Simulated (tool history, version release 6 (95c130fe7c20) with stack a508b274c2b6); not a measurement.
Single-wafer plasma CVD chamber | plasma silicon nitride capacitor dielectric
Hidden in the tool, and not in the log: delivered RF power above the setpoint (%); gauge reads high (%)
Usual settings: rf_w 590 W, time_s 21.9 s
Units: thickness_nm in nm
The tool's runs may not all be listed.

run	hour	rf_w	time_s	wafers since the last listed run	hours since the last RF generator calibration	hours since the showerhead was replaced	hours since the gauge calibration	read-back reference wafer on the same gauge, thickness_nm	thickness_nm
1	0	590	21.9	0	1329.9	3445.8	13.4	36.165	32.416
2	113.1	590	21.9	3296	1443	3558.9	126.5	36.478	32.599
3	162.7	590	21.9	1445	1492.6	3608.5	176.1	36.547	32.667
4	188.9	590	21.9	763	1518.8	3634.7	202.3	36.615	32.782
5	251.9	590	21.9	1836	1581.8	3697.7	265.3	36.649	32.868
6	304.1	590	21.9	1521	1634	3749.9	317.5	36.763	32.772
7	349.9	590	21.9	1335	1679.8	3795.7	363.3	36.811	33.107
8	405.1	590	21.9	1609	1735	3850.9	418.5	36.873	32.997
9	457.9	590	21.9	1539	1787.8	3903.7	471.3	36.94	33.159
10	513.2	545	23.8	1611	1843.1	3959	526.6	36.978	34.346
11	562	635	21.9	1422	1891.9	4007.8	575.4	36.951	34.249
12	625.1	590	21.9	1839	1955	4070.9	638.5	36.981	32.94
13	670.1	590	21.9	1311	2000	4115.9	683.5	37	33.17
14	731	590	23.2	1775	2060.9	4176.8	744.4	37.062	35.085
15	776.3	590	23.2	1320	2106.2	4222.1	789.7	37.052	35.039
16	838.5	590	18.7	1813	2168.4	4284.3	851.9	37.091	28.415
17	876.7	590	25	1113	2206.6	4322.5	890.1	37.061	38.068
# hour 943.5: RF generator calibrated
18	944	590	25	1728	0.5	4389.8	957.4	37.1	37.924
# hour 978.2: gauge calibrated
19	981.3	590	25	1087	37.8	4427.1	3.1	36.123	37.179
20	1014.3	590	21.9	961	70.8	4460.1	36.1	36.168	32.437
21	1058	590	21.9	1273	114.5	4503.8	79.8	36.32	32.476
22	1123.4	645	25.9	1906	179.9	4569.2	145.2	36.44	40.319
23	1167.9	590	21.9	1297	224.4	4613.7	189.7	36.548	32.672
24	1227.4	545	23.8	1734	283.9	4673.2	249.2	36.602	34.27
25	1266.5	590	21.9	1139	323	4712.3	288.3	36.642	32.994
26	1337.2	640	23.6	2060	393.7	4783	359	36.758	37.019
27	1385.7	695	21.9	1413	442.2	4831.5	407.5	36.783	35.641
28	1428.3	490	24.2	1241	484.8	4874.1	450.1	36.85	32.986
29	1463.3	640	18.7	1020	519.8	4909.1	485.1	36.882	29.521
30	1511.6	480	24.5	1407	568.1	4957.4	533.4	36.899	33.126
31	1553.1	590	21.9	1209	609.6	4998.9	574.9	36.92	33.107
# hour 1569.8: showerhead replaced
32	1610.7	650	23.1	1445	667.2	40.9	632.5	36.923	36.774
33	1660	590	18.3	1437	716.5	90.2	681.8	36.949	27.618
34	1715.3	670	18.8	1611	771.8	145.5	737.1	36.979	30.374
35	1746.2	590	18.6	900	802.7	176.4	768	37.018	28.274
36	1794	700	20.4	1393	850.5	224.2	815.8	37.054	33.601
37	1856.6	660	21.9	1824	913.1	286.8	878.4	37.05	35.057
38	1936.7	495	23.1	2334	993.2	366.9	958.5	37.032	31.965
# hour 1938.3: gauge calibrated
39	1964.4	655	25.5	807	1020.9	394.6	26.1	36.197	39.726
40	2001.3	590	21.9	1075	1057.8	431.5	63	36.29	32.244
41	2027.8	480	24.8	772	1084.3	458	89.5	36.325	32.877
42	2067.6	590	21.9	1160	1124.1	497.8	129.3	36.416	32.464
43	2115.9	670	21.9	1407	1172.4	546.1	177.6	36.502	34.788

Measured less the same run without the tool's hidden state. The same run-to-run variation is in both; the gauge's scatter may not be:
run	thickness_nm
1	+0.076
2	+0.314
3	+0.397
4	+0.437
5	+0.521
6	+0.578
7	+0.629
8	+0.673
9	+0.715
10	+0.777
11	+0.802
12	+0.8
13	+0.824
14	+0.894
15	+0.907
16	+0.748
17	+1.012
18	+1.024
19	+0.022
20	+0.099
21	+0.194
22	+0.39
23	+0.387
24	+0.49
25	+0.52
26	+0.664
27	+0.685
28	+0.666
29	+0.618
30	+0.722
31	+0.744
32	+0.857
33	+0.66
34	+0.744
35	+0.7
36	+0.846
37	+0.898
38	+0.834
39	+0.079
40	+0.146
41	+0.204
42	+0.276
43	+0.381
